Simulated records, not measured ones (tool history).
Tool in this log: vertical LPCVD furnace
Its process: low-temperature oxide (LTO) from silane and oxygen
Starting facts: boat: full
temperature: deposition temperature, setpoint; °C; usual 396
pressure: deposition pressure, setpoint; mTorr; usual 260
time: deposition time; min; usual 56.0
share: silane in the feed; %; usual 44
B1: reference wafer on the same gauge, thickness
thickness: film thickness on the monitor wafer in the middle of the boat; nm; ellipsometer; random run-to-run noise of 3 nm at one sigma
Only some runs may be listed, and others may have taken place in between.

Run 1, day 0.000: usual settings; B1 559.16. Result: thickness 625.62 nm.
Run 2, day 4.367: usual settings; B1 558.82. Result: thickness 625.07 nm.
Run 3, day 6.938: usual settings; B1 558.76. Result: thickness 615.68 nm.
Run 4, day 9.771: usual settings; B1 558.94. Result: thickness 626.75 nm.
At day 11.317: silane flow controller replaced.
Run 5, day 14.121: usual settings; B1 558.20. Result: thickness 645.72 nm.
Run 6, day 16.521: usual settings; B1 558.63. Result: thickness 651.02 nm.
Run 7, day 19.412: usual settings; B1 560.07. Result: thickness 648.71 nm.
Run 8, day 22.667: usual settings; B1 557.88. Result: thickness 645.83 nm.
Run 9, day 25.650: usual settings; B1 558.52. Result: thickness 645.38 nm.
At day 28.300: thermocouples replaced and temperature profile calibrated.
Run 10, day 29.888: usual settings but temperature 405 °C; B1 560.05. Result: thickness 709.04 nm.
Run 11, day 34.275: usual settings; B1 560.33. Result: thickness 647.14 nm.
Run 12, day 37.154: usual settings but temperature 408 °C; B1 559.17. Result: thickness 735.49 nm.
Run 13, day 39.971: usual settings; B1 559.09. Result: thickness 649.78 nm.
Run 14, day 42.933: usual settings; B1 559.04. Result: thickness 651.47 nm.
Run 15, day 45.379: usual settings but temperature 386 °C, time 47.0 min; B1 558.94. Result: thickness 484.52 nm.
Run 16, day 47.704: usual settings; B1 558.38. Result: thickness 645.56 nm.
Run 17, day 61.138: usual settings but temperature 399 °C, pressure 225 mTorr; B1 559.70. Result: thickness 581.54 nm.
Run 18, day 63.012: usual settings but pressure 305 mTorr, share 50 %; B1 558.93. Result: thickness 865.08 nm.
At day 65.396: gauge calibrated.
Run 19, day 67.129: usual settings but temperature 403 °C, pressure 220 mTorr; B1 559.77. Result: thickness 597.41 nm.
At day 68.192: pressure gauge zeroed.
Run 20, day 68.650: usual settings but pressure 195 mTorr, share 41 %; B1 559.51. Result: thickness 432.79 nm.
Run 21, day 73.046: usual settings but temperature 400 °C, time 46.5 min; B1 560.29. Result: thickness 542.82 nm.
Run 22, day 74.958: usual settings; B1 559.22. Result: thickness 626.25 nm.
Run 23, day 78.233: usual settings but temperature 391 °C; B1 559.12. Result: thickness 597.30 nm.
Run 24, day 80.104: usual settings but share 41 %; B1 558.62. Result: thickness 571.60 nm.
Run 25, day 82.512: usual settings but pressure 240 mTorr, time 40.0 min; B1 559.03. Result: thickness 412.94 nm.
Run 26, day 84.529: usual settings but share 37 %; B1 559.88. Result: thickness 504.27 nm.
Run 27, day 88.338: usual settings; B1 558.77. Result: thickness 620.44 nm.
Run 28, day 91.471: usual settings; B1 559.11. Result: thickness 620.40 nm.
Run 29, day 94.633: usual settings; B1 559.72. Result: thickness 621.67 nm.
At day 96.117: thermocouples replaced and temperature profile calibrated.
Run 30, day 96.271: usual settings but time 41.5 min, share 36 %; B1 558.42. Result: thickness 357.77 nm.

Hidden state, per run?
true tube temperature minus thermocouple reading, K: 0 across all the runs
gauge reads high (%): 0 across all the runs
H1: true pressure minus gauge reading, mTorr
H2: deviation of the silane flow from its setpoint, %
run    H1      H2
  1  3.54   -5.95
  2  3.93   -5.97
  3  4.17   -5.99
  4  4.44      -6
  5  4.87  -0.199
  6  5.11  -0.424
  7  5.41  -0.684
  8  5.75  -0.962
  9  6.07    -1.2
 10  6.54   -1.53
 11  7.04   -1.85
 12  7.38   -2.04
 13  7.72   -2.22
 14  8.08   -2.41
 15  8.38   -2.55
 16  8.67   -2.69
 17  10.4   -3.36
 18  10.7   -3.45
 19  11.3   -3.62
 20  1.15   -3.69
 21  1.16   -3.86
 22  1.17   -3.93
 23  1.19   -4.04
 24  1.21   -4.11
 25  1.23   -4.19
 26  1.26   -4.25
 27  1.31   -4.37
 28  1.37   -4.46
 29  1.43   -4.55
 30  1.46   -4.59

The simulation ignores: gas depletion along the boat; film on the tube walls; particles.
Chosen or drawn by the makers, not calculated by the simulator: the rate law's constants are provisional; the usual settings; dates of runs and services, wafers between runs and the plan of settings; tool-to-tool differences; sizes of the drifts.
